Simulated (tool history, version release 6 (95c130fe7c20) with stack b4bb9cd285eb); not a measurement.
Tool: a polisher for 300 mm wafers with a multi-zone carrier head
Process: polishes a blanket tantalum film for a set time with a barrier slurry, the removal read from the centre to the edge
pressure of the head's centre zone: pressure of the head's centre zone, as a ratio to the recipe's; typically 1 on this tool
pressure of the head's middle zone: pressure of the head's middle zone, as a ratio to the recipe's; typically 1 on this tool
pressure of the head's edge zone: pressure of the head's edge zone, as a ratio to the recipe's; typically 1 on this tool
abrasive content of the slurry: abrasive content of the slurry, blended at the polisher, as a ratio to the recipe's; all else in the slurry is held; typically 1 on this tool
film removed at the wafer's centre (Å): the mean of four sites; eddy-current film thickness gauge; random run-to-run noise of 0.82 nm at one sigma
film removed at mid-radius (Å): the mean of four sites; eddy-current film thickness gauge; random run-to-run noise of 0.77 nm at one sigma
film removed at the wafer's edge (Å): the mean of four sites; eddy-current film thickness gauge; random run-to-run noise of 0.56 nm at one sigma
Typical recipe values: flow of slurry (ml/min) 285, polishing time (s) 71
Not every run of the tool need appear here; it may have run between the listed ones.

run	hour	flow of slurry (ml/min)	pressure of the head's centre zone	pressure of the head's middle zone	pressure of the head's edge zone	abrasive content of the slurry	polishing time (s)	incoming thickness of the incoming film, nm	film removed at the wafer's centre (Å)	film removed at mid-radius (Å)	film removed at the wafer's edge (Å)
1	0	335	1.12	1	0.91	1	71	413.6	802	708	686
# hour 98.5: worn pad replaced by a new one
2	99	285	1.11	1.06	1.11	1	71	415.1	783	734	738
3	205.4	325	1	1	1	1	71	415.2	724	693	709
4	246	255	1	1.1	1	1	71	424.5	678	730	684
5	342	360	1.1	1.07	1	1	71	412.9	781	720	711
6	396.3	285	1	0.91	1	1	71	416.6	683	615	678
# hour 409.3: carrier head's membrane replaced by a new one
# hour 450.3: slurry nozzle cleaned
7	538.2	285	1.11	1	1	1.25	71	420.4	830	753	750
8	593.8	380	0.9	1	0.96	1	71	415.4	667	716	711
# hour 600.3: edge zone pressure recalibrated
9	653.7	285	1	1	1	1	95	420.2	965	933	936
10	751.6	285	1	1	1	1	71	419.7	698	689	697
# hour 822.3: worn pad replaced by a new one
11	835.5	285	1.03	1	1	1	71	421.5	703	684	686
12	872.3	340	1	1.1	1	1	71	425.5	700	754	699
13	945.9	355	1	1	1	1	71	422.5	714	700	712
14	993.2	325	1	1	1	1	71	418.3	682	673	688
# hour 1074.4: centre zone pressure recalibrated
15	1126.5	285	1	0.96	1	1	71	416	626	611	652
# hour 1154.3: slurry nozzle cleaned
16	1168.8	285	1	1	1	1.1	71	418.6	730	725	718
17	1236.8	285	1.09	1	1	0.75	54	414.5	533	484	486
18	1292	325	1	1	1	1	71	426.3	718	709	708

Run 19 has not been measured yet. What should we expect?
# hour 1302.3: edge zone pressure recalibrated
# hour 1317.5: carrier head's membrane replaced by a new one
19	1390.9	285	0.89	1	1	1	71	424	?	?	?

Run 19 produced film removed at the wafer's centre (Å) 629, film removed at mid-radius (Å) 700, film removed at the wafer's edge (Å) 708.
With no hidden state in the tool, this same run would have given film removed at the wafer's centre (Å) 638, film removed at mid-radius (Å) 709, film removed at the wafer's edge (Å) 714.
